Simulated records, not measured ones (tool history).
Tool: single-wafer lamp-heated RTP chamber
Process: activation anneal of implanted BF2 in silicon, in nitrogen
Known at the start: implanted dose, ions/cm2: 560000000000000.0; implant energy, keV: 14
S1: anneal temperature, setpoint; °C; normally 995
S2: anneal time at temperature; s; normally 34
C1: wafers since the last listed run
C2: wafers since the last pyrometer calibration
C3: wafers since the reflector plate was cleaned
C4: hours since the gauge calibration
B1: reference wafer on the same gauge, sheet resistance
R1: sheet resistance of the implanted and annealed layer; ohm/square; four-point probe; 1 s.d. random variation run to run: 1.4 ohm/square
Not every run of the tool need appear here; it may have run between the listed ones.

{"run": 1, "hour": 0.0, "S1": 995, "S2": 34, "C1": 0, "C2": 3933, "C3": 4849, "C4": 480.1, "B1": 301.69, "R1": 258.77}
{"run": 2, "hour": 50.6, "S1": 995, "S2": 34, "C1": 667, "C2": 4600, "C3": 5517, "C4": 530.7, "B1": 301.81, "R1": 258.46}
{"run": 3, "hour": 116.0, "S1": 995, "S2": 34, "C1": 863, "C2": 5464, "C3": 6380, "C4": 596.1, "B1": 301.66, "R1": 258.49}
{"hour": 165.3, "done": "pyrometer window cleaned and pyrometer calibrated"}
{"run": 4, "hour": 170.3, "S1": 995, "S2": 34, "C1": 611, "C2": 66, "C3": 6991, "C4": 650.4, "B1": 302.13, "R1": 262.52}
{"run": 5, "hour": 239.2, "S1": 995, "S2": 34, "C1": 909, "C2": 975, "C3": 7900, "C4": 719.3, "B1": 302.13, "R1": 262.77}
{"run": 6, "hour": 306.9, "S1": 995, "S2": 34, "C1": 893, "C2": 1869, "C3": 8794, "C4": 787, "B1": 302.3, "R1": 263.6}
{"run": 7, "hour": 378.0, "S1": 995, "S2": 34, "C1": 938, "C2": 2807, "C3": 9732, "C4": 858.1, "B1": 302.13, "R1": 262.11}
{"run": 8, "hour": 447.8, "S1": 995, "S2": 34, "C1": 921, "C2": 3728, "C3": 10653, "C4": 927.9, "B1": 302.17, "R1": 259.05}
{"run": 9, "hour": 497.9, "S1": 995, "S2": 34, "C1": 661, "C2": 4390, "C3": 11315, "C4": 978, "B1": 302.07, "R1": 259.18}
{"run": 10, "hour": 526.3, "S1": 995, "S2": 34, "C1": 374, "C2": 4764, "C3": 11689, "C4": 1006.4, "B1": 301.25, "R1": 259.23}
{"hour": 536.9, "done": "pyrometer window cleaned and pyrometer calibrated"}
{"run": 11, "hour": 564.5, "S1": 995, "S2": 34, "C1": 398, "C2": 363, "C3": 12088, "C4": 1044.6, "B1": 301.89, "R1": 256.93}
{"run": 12, "hour": 741.2, "S1": 995, "S2": 34, "C1": 2332, "C2": 2695, "C3": 14420, "C4": 1221.3, "B1": 302.28, "R1": 251.84}
{"run": 13, "hour": 782.3, "S1": 995, "S2": 34, "C1": 542, "C2": 3238, "C3": 14963, "C4": 1262.4, "B1": 302.02, "R1": 251.59}
{"run": 14, "hour": 849.9, "S1": 995, "S2": 34, "C1": 892, "C2": 4130, "C3": 15855, "C4": 1330, "B1": 301.76, "R1": 249.57}
{"hour": 902.8, "done": "reflector plate cleaned"}
{"run": 15, "hour": 903.3, "S1": 995, "S2": 34, "C1": 599, "C2": 4729, "C3": 6, "C4": 1383.4, "B1": 301.83, "R1": 250.91}
{"hour": 923.4, "done": "pyrometer window cleaned and pyrometer calibrated, repeated, since the last time left the tool worse"}
{"run": 16, "hour": 958.3, "S1": 995, "S2": 34, "C1": 620, "C2": 460, "C3": 626, "C4": 1438.4, "B1": 302.58, "R1": 261.43}
{"run": 17, "hour": 1034.2, "S1": 995, "S2": 34, "C1": 1001, "C2": 1462, "C3": 1628, "C4": 1514.3, "B1": 301.17, "R1": 263.24}
{"run": 18, "hour": 1069.3, "S1": 1006, "S2": 52, "C1": 463, "C2": 1925, "C3": 2091, "C4": 1549.4, "B1": 302.4, "R1": 244.08}
{"run": 19, "hour": 1162.9, "S1": 982, "S2": 21, "C1": 1235, "C2": 3160, "C3": 3327, "C4": 1643, "B1": 301.91, "R1": 284.85}
{"run": 20, "hour": 1223.2, "S1": 971, "S2": 34, "C1": 795, "C2": 3956, "C3": 4123, "C4": 1703.3, "B1": 302.03, "R1": 284.94}
{"run": 21, "hour": 1247.9, "S1": 995, "S2": 34, "C1": 325, "C2": 4282, "C3": 4448, "C4": 1728, "B1": 301.52, "R1": 262.1}
{"run": 22, "hour": 1306.3, "S1": 1019, "S2": 46, "C1": 770, "C2": 5053, "C3": 5219, "C4": 1786.4, "B1": 301.55, "R1": 229.63}
{"hour": 1320.7, "done": "pyrometer window cleaned and pyrometer calibrated"}
{"run": 23, "hour": 1351.5, "S1": 968, "S2": 34, "C1": 490, "C2": 406, "C3": 5710, "C4": 1831.6, "B1": 302.03, "R1": 297.24}
{"hour": 1404.9, "done": "gauge calibrated"}
{"run": 24, "hour": 1417.9, "S1": 1007, "S2": 34, "C1": 876, "C2": 1282, "C3": 6587, "C4": 13, "B1": 302.12, "R1": 251.66}
{"run": 25, "hour": 1496.7, "S1": 968, "S2": 34, "C1": 1039, "C2": 2322, "C3": 7626, "C4": 91.8, "B1": 301.75, "R1": 292.1}
{"run": 26, "hour": 1563.8, "S1": 1015, "S2": 39, "C1": 885, "C2": 3208, "C3": 8512, "C4": 158.9, "B1": 302.01, "R1": 241.6}
{"run": 27, "hour": 1605.6, "S1": 973, "S2": 50, "C1": 551, "C2": 3760, "C3": 9064, "C4": 200.7, "B1": 302.14, "R1": 274.33}
{"run": 28, "hour": 1670.0, "S1": 1021, "S2": 25, "C1": 849, "C2": 4609, "C3": 9914, "C4": 265.1, "B1": 301.76, "R1": 243.73}
{"run": 29, "hour": 1721.8, "S1": 995, "S2": 50, "C1": 683, "C2": 5293, "C3": 10597, "C4": 316.9, "B1": 302.14, "R1": 250.66}
{"hour": 1742.2, "done": "pyrometer window cleaned and pyrometer calibrated"}
{"run": 30, "hour": 1747.4, "S1": 1010, "S2": 14, "C1": 232, "C2": 68, "C3": 10830, "C4": 342.5, "B1": 302.52, "R1": 268.25}
{"run": 31, "hour": 1781.3, "S1": 972, "S2": 47, "C1": 447, "C2": 516, "C3": 11277, "C4": 376.4, "B1": 302.35, "R1": 281.01}
{"run": 32, "hour": 1927.7, "S1": 985, "S2": 15, "C1": 1932, "C2": 2448, "C3": 13209, "C4": 522.8, "B1": 301.69, "R1": 291.94}
{"run": 33, "hour": 1998.2, "S1": 984, "S2": 40, "C1": 930, "C2": 3378, "C3": 14140, "C4": 593.3, "B1": 302.38, "R1": 268.03}
{"run": 34, "hour": 2040.0, "S1": 995, "S2": 34, "C1": 551, "C2": 3930, "C3": 14691, "C4": 635.1, "B1": 302.27, "R1": 259.48}

For some of the steps in R1 from one run to the next: how much would appear even if the tool had no hidden state, given the settings, what came in and random variation, and how much remains for the hidden state plus any gauge scatter that the measured result and the result without hidden state don't share?
Unlogged tool condition in this case: true wafer temperature minus pyrometer reading, K; wafer temperature error from the tarnished reflector plate, K; gauge reads high (%).
Run 3 -> 4: pyrometer window cleaned and pyrometer calibrated. R1 +4.03 ohm/square: hidden state +6, all else -1.97.
Run 15 -> 16: pyrometer window cleaned and pyrometer calibrated, repeated, since the last time left the tool worse. R1 +10.52 ohm/square: hidden state +12.25, all else -1.73.
Run 22 -> 23: S1 1019 -> 968, S2 46 -> 34, pyrometer window cleaned and pyrometer calibrated. R1 +67.61 ohm/square: hidden state +3.15, all else +64.46.
Run 23 -> 24: S1 968 -> 1007, gauge calibrated. R1 -45.58 ohm/square: hidden state +0.02, all else -45.6.
Run 25 -> 26: S1 968 -> 1015, S2 34 -> 39. R1 -50.5 ohm/square: hidden state +2.04, all else -52.54.
Run 29 -> 30: S1 995 -> 1010, S2 50 -> 14, pyrometer window cleaned and pyrometer calibrated. R1 +17.59 ohm/square: hidden state +5.48, all else +12.11.

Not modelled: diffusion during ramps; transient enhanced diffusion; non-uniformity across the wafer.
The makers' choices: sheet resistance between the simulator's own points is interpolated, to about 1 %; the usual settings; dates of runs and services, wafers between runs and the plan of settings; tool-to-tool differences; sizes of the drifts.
